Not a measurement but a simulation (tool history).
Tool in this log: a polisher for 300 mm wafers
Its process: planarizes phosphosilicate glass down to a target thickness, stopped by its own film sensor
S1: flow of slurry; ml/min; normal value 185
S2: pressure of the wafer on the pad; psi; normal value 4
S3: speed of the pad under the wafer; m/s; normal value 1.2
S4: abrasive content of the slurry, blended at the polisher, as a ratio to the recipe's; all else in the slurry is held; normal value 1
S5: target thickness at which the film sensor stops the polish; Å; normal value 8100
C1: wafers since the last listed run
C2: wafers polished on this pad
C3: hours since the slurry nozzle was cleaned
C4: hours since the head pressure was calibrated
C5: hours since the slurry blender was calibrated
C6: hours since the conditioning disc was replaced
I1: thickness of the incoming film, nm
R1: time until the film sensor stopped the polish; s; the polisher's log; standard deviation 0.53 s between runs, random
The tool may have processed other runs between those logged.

Run 1, hour 0: usual settings but S3 0.94 m/s; C1 0; C2 1154; C3 601.4; C4 378.2; C5 50.2; C6 215.2; I1 1516.7. Result: R1 87.6 s.
At hour 30.3: worn pad replaced by a new one.
Run 2, hour 30.8: usual settings but S3 0.94 m/s; C1 181; C2 3; C3 632.2; C4 409; C5 81; C6 246; I1 1484.6. Result: R1 85.5 s.
At hour 47.2: conditioning disc replaced and pad reconditioned.
Run 3, hour 51.7: usual settings but S3 0.94 m/s; C1 127; C2 131; C3 653.1; C4 429.9; C5 101.9; C6 4.5; I1 1493.8. Result: R1 81 s.
Run 4, hour 67.4: usual settings; C1 106; C2 237; C3 668.8; C4 445.6; C5 117.6; C6 20.2; I1 1469.6. Result: R1 64.1 s.
Run 5, hour 85.7: usual settings; C1 123; C2 360; C3 687.1; C4 463.9; C5 135.9; C6 38.5; I1 1494.7. Result: R1 66.7 s.
Run 6, hour 99.9: usual settings; C1 95; C2 456; C3 701.3; C4 478.1; C5 150.1; C6 52.7; I1 1515.6. Result: R1 69.1 s.
Run 7, hour 128.6: usual settings but S1 145 ml/min, S3 1.5 m/s; C1 194; C2 651; C3 730; C4 506.8; C5 178.8; C6 81.4; I1 1484.9. Result: R1 58.1 s.
Run 8, hour 159: usual settings; C1 205; C2 856; C3 760.4; C4 537.2; C5 209.2; C6 111.8; I1 1486.8. Result: R1 67.6 s.
Run 9, hour 192.1: usual settings; C1 223; C2 1080; C3 793.5; C4 570.3; C5 242.3; C6 144.9; I1 1485.7. Result: R1 68 s.
Run 10, hour 210.5: usual settings; C1 124; C2 1204; C3 811.9; C4 588.7; C5 260.7; C6 163.3; I1 1502.3. Result: R1 71.1 s.
At hour 219.2: slurry nozzle cleaned.
Run 11, hour 235: usual settings but S3 1.04 m/s; C1 158; C2 1363; C3 15.8; C4 613.2; C5 285.2; C6 187.8; I1 1491.3. Result: R1 79 s.
Run 12, hour 249.6: usual settings but S4 1.15, S5 7270 Å; C1 98; C2 1462; C3 30.4; C4 627.8; C5 299.8; C6 202.4; I1 1469.9. Result: R1 74.1 s.
At hour 254.7: worn pad replaced by a new one.
Run 13, hour 276: usual settings but S1 245 ml/min, S2 5.4 psi, S4 0.75, S5 5970 Å; C1 151; C2 144; C3 56.8; C4 654.2; C5 326.2; C6 228.8; I1 1481.3. Result: R1 78.8 s.
Run 14, hour 305.9: usual settings; C1 202; C2 346; C3 86.7; C4 684.1; C5 356.1; C6 258.7; I1 1485.3. Result: R1 72.1 s.
At hour 328.9: slurry blender recalibrated.
Run 15, hour 336.7: usual settings but S1 210 ml/min, S3 1.5 m/s, S4 0.8, S5 7390 Å; C1 194; C2 541; C3 117.5; C4 714.9; C5 7.8; C6 289.5; I1 1498. Result: R1 75.8 s.
At hour 346.2: conditioning disc replaced and pad reconditioned.
At hour 357.8: head pressure recalibrated.
Run 16, hour 361.3: usual settings; C1 139; C2 680; C3 142.1; C4 3.5; C5 32.4; C6 15.1; I1 1502.6. Result: R1 63.2 s.
Run 17, hour 396.9: usual settings but S2 2.6 psi, S4 0.85; C1 240; C2 921; C3 177.7; C4 39.1; C5 68; C6 50.7; I1 1513.6. Result: R1 102.3 s.
Run 18, hour 416.4: usual settings but S1 215 ml/min, S5 8720 Å; C1 131; C2 1052; C3 197.2; C4 58.6; C5 87.5; C6 70.2; I1 1510.2. Result: R1 58.9 s.
Run 19, hour 441: usual settings but S1 215 ml/min, S2 4.8 psi, S3 1.02 m/s, S5 8880 Å; C1 166; C2 1219; C3 221.8; C4 83.2; C5 112.1; C6 94.8; I1 1493.2. Result: R1 55.8 s.
Run 20, hour 467.5: usual settings but S1 130 ml/min, S2 3.5 psi, S4 1.15, S5 7320 Å; C1 179; C2 1398; C3 248.3; C4 109.7; C5 138.6; C6 121.3; I1 1485.2. Result: R1 81.6 s.
Run 21, hour 490.9: usual settings but S3 0.78 m/s; C1 158; C2 1556; C3 271.7; C4 133.1; C5 162; C6 144.7; I1 1465.3. Result: R1 88.9 s.
At hour 495.3: worn pad replaced by a new one.
Run 22, hour 509.4: usual settings but S1 140 ml/min, S2 4.4 psi, S4 0.9, S5 10170 Å; C1 98; C2 95; C3 290.2; C4 151.6; C5 180.5; C6 163.2; I1 1482.9. Result: R1 46.1 s.

The same runs without the tool's hidden state, with the same run-to-run variation:
What the log doesn't record here: removal rate lost through wear of the pad, %; slurry flow missing at the pad, %; deviation of the head's pressure from its setpoint, %; abrasive missing from the slurry, %; time polished since the conditioner stopped cutting, s.
run    R1
  1  77.3
  2  74.3
  3  74.7
  4  58.8
  5  61.1
  6  63.1
  7  52.4
  8  60.8
  9  60.5
 10  62.7
 11  69.4
 12  64.2
 13  66.1
 14  60.7
 15  61.3
 16  62.1
 17  99.5
 18  56.5
 19  52.9
 20  76.5
 21  82.9
 22  41.9

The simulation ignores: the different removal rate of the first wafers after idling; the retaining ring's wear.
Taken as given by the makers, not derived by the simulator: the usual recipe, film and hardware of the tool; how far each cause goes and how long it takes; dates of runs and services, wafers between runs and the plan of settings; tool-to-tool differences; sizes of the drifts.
